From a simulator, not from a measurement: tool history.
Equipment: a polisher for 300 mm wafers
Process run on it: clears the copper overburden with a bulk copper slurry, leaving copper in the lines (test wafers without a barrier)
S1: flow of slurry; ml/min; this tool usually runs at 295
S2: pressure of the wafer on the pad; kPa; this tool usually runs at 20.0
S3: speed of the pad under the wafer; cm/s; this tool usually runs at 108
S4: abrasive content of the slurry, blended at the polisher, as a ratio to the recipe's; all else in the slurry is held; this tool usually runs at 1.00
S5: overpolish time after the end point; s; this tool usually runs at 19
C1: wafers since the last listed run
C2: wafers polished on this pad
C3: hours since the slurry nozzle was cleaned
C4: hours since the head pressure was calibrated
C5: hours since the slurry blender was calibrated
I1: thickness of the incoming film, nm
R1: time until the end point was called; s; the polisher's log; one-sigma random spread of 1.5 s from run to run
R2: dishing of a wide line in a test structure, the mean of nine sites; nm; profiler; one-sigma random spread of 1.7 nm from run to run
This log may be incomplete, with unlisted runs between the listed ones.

run     day   S1    S2   S3    S4  S5    C1    C2     C3     C4     C5      I1     R1    R2
  1   0.000  295  20.0  108  1.20  19     0  1769  311.1  599.9  150.3  1076.5  108.4  83.5
  2   1.825  295  20.0  108  1.20  19   332  2102  354.9  643.7  194.1  1096.7  113.0  83.1
  3   4.642  295  22.1  108  1.20  19   513  2615  422.5  711.3  261.7  1084.3  100.7  88.8
      6.808  -- head pressure recalibrated
  4   9.075  295  22.1  108  1.20  19   793  3409  528.9   54.4  368.1  1082.6  103.0  89.5
     12.112  -- worn pad replaced by a new one
  5  12.696  295  17.2  108  1.00  19   630   106  615.8  141.3  455.0  1107.7  124.7  77.4
  6  14.983  295  17.2  108  1.00  19   417   523  670.7  196.2  509.9  1102.1  129.0  72.7
     15.717  -- slurry blender recalibrated
  7  18.892  295  17.2  108  1.00  19   697  1220  764.5  290.0   76.2  1116.2  131.2  74.8
  8  22.121  295  20.0  108  1.00  19   588  1809  842.0  367.5  153.7  1109.8  115.4  79.9
     22.825  -- slurry nozzle cleaned
  9  26.004  295  20.0  108  1.00  19   700  2510   76.3  460.7  246.9  1091.8  116.2  83.0
 10  29.096  295  20.0  108  1.00  19   563  3074  150.5  534.9  321.1  1081.2  115.3  80.5
     31.683  -- worn pad replaced by a new one
 11  32.304  260  20.0  144  0.90  11   554   113  227.5  611.9  398.1  1114.5   86.1  71.1
     34.296  -- slurry blender recalibrated
     36.071  -- head pressure recalibrated
 12  36.692  355  17.9   94  1.00  25   769   883  332.8   14.9   57.5  1103.8  141.5  85.7
 13  38.217  295  22.1  108  1.00  19   278  1161  369.4   51.5   94.1  1079.7  101.0  92.3
 14  39.996  230  13.8  108  1.00  23   324  1485  412.1   94.2  136.8  1085.2  172.3  71.7
 15  42.908  295  20.0  138  0.85  19   531  2017  482.0  164.1  206.7  1082.5   94.6  91.5
 16  47.108  255  13.8  108  1.00  19   766  2783  582.8  264.9  307.5  1096.3  168.8  59.8
 17  49.750  295  20.0  138  0.85  19   481  3264  646.2  328.3  370.9  1093.9   96.7  90.5
     53.042  -- worn pad replaced by a new one
 18  53.246  295  20.0  108  1.00  19   607    37  730.1  412.2  454.8  1101.2  106.6  84.8
 19  55.225  295  20.0  108  1.00  19   360   398  777.6  459.7  502.3  1080.1  106.6  82.6
     55.962  -- slurry blender recalibrated
 20  58.412  205  20.0  108  1.25  19   566   964  854.1  536.2   58.8  1097.0  110.0  83.2
 21  60.533  295  15.2  108  1.00  28   386  1351  905.0  587.1  109.7  1095.0  150.9  84.1
     60.688  -- slurry nozzle cleaned
 22  62.083  295  17.2  108  1.00  19   275  1626   33.5  624.3  146.9  1113.0  131.4  71.8
 23  64.262  295  20.0  108  1.00  26   397  2023   85.8  676.6  199.2  1088.4  113.6  97.1
 24  66.862  295  20.0  108  1.00  19   474  2497  148.2  739.0  261.6  1089.8  114.4  83.3
     67.004  -- head pressure recalibrated
 25  69.062  295  20.0   96  1.20  12   386  2883  201.0   49.4  314.4  1083.5  124.8  56.5
     71.246  -- worn pad replaced by a new one
 26  72.758  295  20.0  108  1.00  19   643   275  289.7  138.1  403.1  1111.0  108.9  85.8
     75.171  -- slurry blender recalibrated
 27  80.896  295  22.1  108  1.20  19  1468  1744  485.0  333.4  137.4  1097.5   99.5  92.5

5 options for the next run, each taken on its own from the tool as it stands now. Forecast them:
  A  80.917  295  20.0   86  1.00  19   3  1748  485.5  333.9  137.9  1097.7   ?   ?
  B  80.917  295  25.5  108  1.00  19   3  1748  485.5  333.9  137.9  1097.7   ?   ?
  C  80.917  295  20.0  108  1.30  11   3  1748  485.5  333.9  137.9  1097.7   ?   ?
  D  80.917  295  20.0   78  0.80  19   3  1748  485.5  333.9  137.9  1097.7   ?   ?
  E  80.917  295  14.5  108  1.00  29   3  1748  485.5  333.9  137.9  1097.7   ?   ?

run     R1    R2
  A  141.5  70.4
  B   90.0  96.2
  C  109.2  57.3
  D  161.0  64.3
  E  158.6  80.9
Stripped of hidden state, with their random variation kept, the same runs would have yielded:
run     R1     R2
  A  129.7   74.6
  B   82.5  100.9
  C  100.1   61.1
  D  147.5   68.4
  E  145.4   84.7

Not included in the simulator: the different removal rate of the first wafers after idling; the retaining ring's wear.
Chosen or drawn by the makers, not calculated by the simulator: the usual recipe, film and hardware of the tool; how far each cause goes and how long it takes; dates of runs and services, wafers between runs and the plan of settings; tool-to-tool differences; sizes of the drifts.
